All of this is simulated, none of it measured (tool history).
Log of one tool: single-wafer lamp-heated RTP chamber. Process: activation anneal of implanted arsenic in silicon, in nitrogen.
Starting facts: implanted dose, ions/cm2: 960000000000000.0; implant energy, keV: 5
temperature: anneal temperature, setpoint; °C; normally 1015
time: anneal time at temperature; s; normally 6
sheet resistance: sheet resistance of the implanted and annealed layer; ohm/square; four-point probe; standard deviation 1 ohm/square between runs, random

| run | hour | temperature | time | wafers since the last listed run | wafers since the last pyrometer calibration | wafers since the reflector plate was cleaned | hours since the gauge calibration | read-back reference wafer on the same gauge, sheet resistance | sheet resistance |
|---|---|---|---|---|---|---|---|---|---|
| 1 | 0.0 | 1015 | 6 | 0 | 5217 | 5150 | 2526.4 | 248.16 | 217.73 |
| 2 | 43.7 | 1015 | 6 | 494 | 5712 | 5645 | 2570.1 | 248.10 | 219.16 |
| 3 | 81.4 | 1015 | 6 | 427 | 6139 | 6072 | 2607.8 | 247.95 | 219.90 |
|  | 104.2 | reflector plate cleaned |
| 4 | 123.5 | 1015 | 6 | 386 | 6525 | 218 | 2649.9 | 247.94 | 219.15 |
|  | 162.2 | pyrometer window cleaned and pyrometer calibrated |
| 5 | 172.1 | 1015 | 6 | 459 | 112 | 678 | 2698.5 | 248.02 | 220.15 |
| 6 | 229.8 | 1015 | 6 | 653 | 766 | 1332 | 2756.2 | 247.92 | 219.73 |
| 7 | 294.5 | 1015 | 6 | 732 | 1499 | 2064 | 2820.9 | 248.10 | 218.35 |
| 8 | 377.2 | 1015 | 6 | 936 | 2435 | 3001 | 2903.6 | 248.05 | 219.54 |
| 9 | 635.5 | 1015 | 6 | 2925 | 5361 | 5927 | 3161.9 | 248.09 | 219.94 |
| 10 | 679.8 | 1015 | 6 | 501 | 5863 | 6429 | 3206.2 | 248.03 | 218.09 |
|  | 747.6 | reflector plate cleaned |
| 11 | 748.1 | 1015 | 6 | 683 | 6546 | 5 | 3274.5 | 247.95 | 218.11 |
| 12 | 821.8 | 1015 | 6 | 834 | 7381 | 840 | 3348.2 | 248.04 | 219.26 |
|  | 890.9 | pyrometer window cleaned and pyrometer calibrated |
| 13 | 896.1 | 1015 | 6 | 750 | 58 | 1591 | 3422.5 | 247.84 | 221.67 |
| 14 | 938.9 | 1015 | 6 | 484 | 543 | 2076 | 3465.3 | 248.05 | 218.08 |
| 15 | 1158.6 | 1001 | 6 | 2488 | 3031 | 4564 | 3685.0 | 248.03 | 235.08 |
| 16 | 1204.4 | 1001 | 7 | 518 | 3550 | 5083 | 3730.8 | 247.94 | 230.23 |
| 17 | 1303.1 | 1041 | 8 | 1117 | 4668 | 6201 | 3829.5 | 248.09 | 177.96 |
| 18 | 1384.7 | 990 | 7 | 924 | 5592 | 7125 | 3911.1 | 247.68 | 243.48 |
|  | 1450.3 | reflector plate cleaned |
|  | 1479.8 | pyrometer window cleaned and pyrometer calibrated |
| 19 | 1480.3 | 1036 | 8 | 901 | 5 | 249 | 4006.7 | 247.81 | 182.29 |
| 20 | 1547.5 | 1026 | 6 | 761 | 766 | 1010 | 4073.9 | 247.99 | 206.73 |
| 21 | 1630.9 | 1024 | 3 | 944 | 1711 | 1955 | 4157.3 | 247.87 | 237.01 |
|  | 1653.6 | gauge calibrated |
| 22 | 1722.8 | 1007 | 4 | 1040 | 2751 | 2996 | 69.2 | 247.89 | 245.58 |
| 23 | 1768.9 | 1007 | 4 | 522 | 3274 | 3518 | 115.3 | 247.75 | 244.91 |
| 24 | 1821.0 | 996 | 4 | 590 | 3864 | 4108 | 167.4 | 248.02 | 256.18 |
| 25 | 1911.1 | 1026 | 7 | 1020 | 4884 | 5129 | 257.5 | 247.81 | 199.60 |
| 26 | 2002.8 | 1015 | 6 | 1038 | 5923 | 6168 | 349.2 | 248.13 | 219.61 |
|  | 2030.8 | reflector plate cleaned |
| 27 | 2039.9 | 988 | 9 | 329 | 6253 | 102 | 386.3 | 247.83 | 234.14 |
|  | 2058.1 | pyrometer window cleaned and pyrometer calibrated |
| 28 | 2115.7 | 1042 | 6 | 767 | 652 | 870 | 462.1 | 248.12 | 190.10 |
| 29 | 2166.5 | 1034 | 4 | 575 | 1227 | 1446 | 512.9 | 247.99 | 216.40 |
| 30 | 2229.4 | 989 | 4 | 712 | 1940 | 2158 | 575.8 | 248.12 | 266.89 |
| 31 | 2336.4 | 1029 | 6 | 1212 | 3152 | 3370 | 682.8 | 248.06 | 203.85 |
| 32 | 2418.0 | 1030 | 7 | 924 | 4076 | 4294 | 764.4 | 247.95 | 195.12 |
| 33 | 2537.3 | 1001 | 5 | 1351 | 5428 | 5646 | 883.7 | 247.98 | 244.74 |
| 34 | 2644.5 | 989 | 4 | 1214 | 6642 | 6860 | 990.9 | 248.06 | 266.92 |
|  | 2668.2 | reflector plate cleaned |
| 35 | 2721.2 | 1031 | 6 | 778 | 7420 | 599 | 1067.6 | 247.92 | 201.39 |
|  | 2779.1 | pyrometer window cleaned and pyrometer calibrated |
| 36 | 2813.1 | 1037 | 6 | 950 | 384 | 1550 | 1159.5 | 247.92 | 192.95 |
| 37 | 2914.6 | 989 | 4 | 1149 | 1534 | 2700 | 1261.0 | 248.13 | 264.40 |

Below are 3 alternative next runs, each starting from the tool's condition after run 37. Predict each:
| A | 2915.0 | 1015 | 6 | 4 | 1538 | 2704 | 1261.4 | ? | ? |
| B | 2915.0 | 997 | 9 | 4 | 1538 | 2704 | 1261.4 | ? | ? |
| C | 2915.0 | 993 | 6 | 4 | 1538 | 2704 | 1261.4 | ? | ? |

| run | read-back reference wafer on the same gauge, sheet resistance | sheet resistance |
|---|---|---|
| A | 248.17 | 219.42 |
| B | 248.17 | 224.19 |
| C | 248.17 | 245.60 |
With no hidden state in the tool, these same runs would have given:
| run | sheet resistance |
|---|---|
| A | 219.42 |
| B | 224.19 |
| C | 245.60 |
